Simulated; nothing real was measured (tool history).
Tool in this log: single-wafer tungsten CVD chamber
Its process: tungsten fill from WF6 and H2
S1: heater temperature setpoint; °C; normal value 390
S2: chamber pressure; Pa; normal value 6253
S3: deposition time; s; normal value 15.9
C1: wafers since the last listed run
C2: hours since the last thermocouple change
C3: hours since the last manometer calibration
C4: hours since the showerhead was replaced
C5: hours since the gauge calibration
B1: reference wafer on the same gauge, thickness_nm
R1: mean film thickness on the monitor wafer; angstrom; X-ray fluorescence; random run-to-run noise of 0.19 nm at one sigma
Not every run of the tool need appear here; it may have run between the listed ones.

run   hour   S1    S2    S3   C1      C2      C3      C4     C5      B1      R1
  1    0.0  390  6253  13.8    0  1100.0   825.2  8825.3  137.9  50.281  421.86
  2   16.2  390  6253  15.9  381  1116.2   841.4  8841.5  154.1  50.305  485.33
  3   27.4  390  6253  15.9  263  1127.4   852.6  8852.7  165.3  50.263  491.43
  4   44.5  390  6253  15.9  402  1144.5   869.7  8869.8  182.4  50.298  492.01
  5   51.7  390  6253  15.9  169  1151.7   876.9  8877.0  189.6  50.280  493.67
  6   58.6  390  6253  15.9  162  1158.6   883.8  8883.9  196.5  50.288  492.21
  7   65.7  390  6253  15.9  167  1165.7   890.9  8891.0  203.6  50.349  494.60
  8   78.2  390  6253  15.9  294  1178.2   903.4  8903.5  216.1  50.294  496.21
  9   85.2  390  6253  15.9  164  1185.2   910.4  8910.5  223.1  50.331  496.21
 10   92.8  390  6253  14.1  179  1192.8   918.0  8918.1  230.7  50.264  442.12
 11  102.3  390  6253  15.9  223  1202.3   927.5  8927.6  240.2  50.308  498.38
 12  114.4  390  6253  15.9  285  1214.4   939.6  8939.7  252.3  50.328  500.23
 13  130.1  390  6906  15.9  369  1230.1   955.3  8955.4  268.0  50.357  518.62
 14  143.3  390  6906  15.9  310  1243.3   968.5  8968.6  281.2  50.299  519.69
     149.2  -- gauge calibrated
 15  152.4  390  6906  15.9  214  1252.4   977.6  8977.7    3.2  50.250  524.58
     165.6  -- showerhead replaced
 16  166.6  390  6253  15.9  146  1266.6   991.8     1.0   17.4  50.295  504.19
 17  175.1  404  6253  14.5  200  1275.1  1000.3     9.5   25.9  50.291  608.25
 18  189.0  384  6773  15.9  327  1289.0  1014.2    23.4   39.8  50.270  457.56
 19  195.9  390  6253  15.9  162  1295.9  1021.1    30.3   46.7  50.304  509.93
     216.4  -- thermocouple changed; heater temperature recalibrated
     217.9  -- capacitance manometer re-zeroed and calibrated
 20  218.4  390  6253  15.9  306     2.0     0.5    52.8   69.2  50.271  440.27
 21  219.2  390  6253  15.9   18     2.8     1.3    53.6   70.0  50.248  443.15
 22  225.9  379  5400  15.9  157     9.5     8.0    60.3   76.7  50.275  328.08
 23  232.9  390  5306  14.4  164    16.5    15.0    67.3   83.7  50.334  381.24
 24  246.7  390  6253  15.9  325    30.3    28.8    81.1   97.5  50.301  447.21
 25  254.3  378  7053  17.8  179    37.9    36.4    88.7  105.1  50.295  397.08

Expected results for the next run?
 26  266.7  402  6253  13.7  292  50.3  48.8  101.1  117.5   ?   ?

{"run 26": {"B1": 50.292, "R1": 496.01}}
Take away the tool's hidden state, keep the run-to-run variation as it was, and the same run would have given R1 501.55 angstrom.
